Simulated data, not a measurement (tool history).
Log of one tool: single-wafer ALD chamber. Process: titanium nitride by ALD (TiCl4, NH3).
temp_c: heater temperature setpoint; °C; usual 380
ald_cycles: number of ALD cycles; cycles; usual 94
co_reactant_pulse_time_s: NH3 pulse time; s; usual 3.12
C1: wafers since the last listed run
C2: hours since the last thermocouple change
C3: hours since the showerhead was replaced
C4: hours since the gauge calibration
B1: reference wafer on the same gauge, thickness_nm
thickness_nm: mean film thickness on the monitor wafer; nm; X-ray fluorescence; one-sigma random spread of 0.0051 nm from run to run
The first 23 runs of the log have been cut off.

Run 24, hour 656: usual settings but ald_cycles 103 cycles, co_reactant_pulse_time_s 3.86 s; C1 63; C2 1857.8; C3 180.8; C4 675.4; B1 1.812. Result: thickness_nm 2.229 nm.
Run 25, hour 687.3: usual settings; C1 61; C2 1889.1; C3 212.1; C4 706.7; B1 1.811. Result: thickness_nm 2.011 nm.
At hour 689.5: gauge calibrated.
Run 26, hour 707.5: usual settings but temp_c 385 °C, ald_cycles 87 cycles, co_reactant_pulse_time_s 2.23 s; C1 39; C2 1909.3; C3 232.3; C4 18; B1 1.824. Result: thickness_nm 1.846 nm.
Run 27, hour 720.7: usual settings but temp_c 386 °C, ald_cycles 84 cycles; C1 25; C2 1922.5; C3 245.5; C4 31.2; B1 1.824. Result: thickness_nm 1.812 nm.
Run 28, hour 754.7: usual settings but ald_cycles 101 cycles, co_reactant_pulse_time_s 2.01 s; C1 66; C2 1956.5; C3 279.5; C4 65.2; B1 1.821. Result: thickness_nm 2.121 nm.
At hour 765.5: thermocouple changed; heater temperature recalibrated.
Run 29, hour 790.6: usual settings but temp_c 387 °C, ald_cycles 76 cycles, co_reactant_pulse_time_s 4.29 s; C1 54; C2 25.1; C3 315.4; C4 101.1; B1 1.818. Result: thickness_nm 1.662 nm.
Run 30, hour 804.4: usual settings; C1 27; C2 38.9; C3 329.2; C4 114.9; B1 1.817. Result: thickness_nm 2.013 nm.
Run 31, hour 828: usual settings; C1 46; C2 62.5; C3 352.8; C4 138.5; B1 1.816. Result: thickness_nm 2.011 nm.
Run 32, hour 849.4: usual settings but co_reactant_pulse_time_s 4.29 s; C1 42; C2 83.9; C3 374.2; C4 159.9; B1 1.816. Result: thickness_nm 2.042 nm.
Run 33, hour 954.9: usual settings but temp_c 372 °C; C1 207; C2 189.4; C3 479.7; C4 265.4; B1 1.811. Result: thickness_nm 1.992 nm.
Run 34, hour 980.9: usual settings but temp_c 368 °C, co_reactant_pulse_time_s 2.52 s; C1 51; C2 215.4; C3 505.7; C4 291.4; B1 1.811. Result: thickness_nm 1.953 nm.
Run 35, hour 1004.3: usual settings but temp_c 366 °C, ald_cycles 110 cycles, co_reactant_pulse_time_s 2.65 s; C1 46; C2 238.8; C3 529.1; C4 314.8; B1 1.811. Result: thickness_nm 2.294 nm.
Run 36, hour 1038.9: usual settings but temp_c 391 °C, ald_cycles 101 cycles; C1 68; C2 273.4; C3 563.7; C4 349.4; B1 1.809. Result: thickness_nm 2.176 nm.
Run 37, hour 1058.7: usual settings but co_reactant_pulse_time_s 2.51 s; C1 38; C2 293.2; C3 583.5; C4 369.2; B1 1.809. Result: thickness_nm 1.982 nm.
Run 38, hour 1089: usual settings but temp_c 394 °C, ald_cycles 108 cycles, co_reactant_pulse_time_s 1.93 s; C1 59; C2 323.5; C3 613.8; C4 399.5; B1 1.809. Result: thickness_nm 2.279 nm.
Run 39, hour 1108.3: usual settings but temp_c 376 °C, ald_cycles 87 cycles; C1 38; C2 342.8; C3 633.1; C4 418.8; B1 1.809. Result: thickness_nm 1.848 nm.
Run 40, hour 1123.6: usual settings but temp_c 372 °C, ald_cycles 111 cycles; C1 30; C2 358.1; C3 648.4; C4 434.1; B1 1.81. Result: thickness_nm 2.349 nm.

Consider 4 possible next runs. They are alternatives, not a sequence: every one starts from the tool as it was left by run 40. What does each give?
Run A, hour 1124.2: usual settings but temp_c 391 °C; C1 1; C2 358.7; C3 649; C4 434.7; B1 ?. Result: thickness_nm ?.
Run B, hour 1124.2: usual settings but temp_c 385 °C; C1 1; C2 358.7; C3 649; C4 434.7; B1 ?. Result: thickness_nm ?.
Run C, hour 1124.2: usual settings but co_reactant_pulse_time_s 3.66 s; C1 1; C2 358.7; C3 649; C4 434.7; B1 ?. Result: thickness_nm ?.
Run D, hour 1124.2: usual settings but temp_c 375 °C, co_reactant_pulse_time_s 2.57 s; C1 1; C2 358.7; C3 649; C4 434.7; B1 ?. Result: thickness_nm ?.

run     B1  thickness_nm
  A  1.809         2.024
  B  1.809         2.016
  C  1.809         2.024
  D  1.809         1.981
The same runs, with their run-to-run variation unchanged, on a tool lacking any hidden condition would have given:
run  thickness_nm
  A         2.048
  B          2.04
  C         2.048
  D         2.005
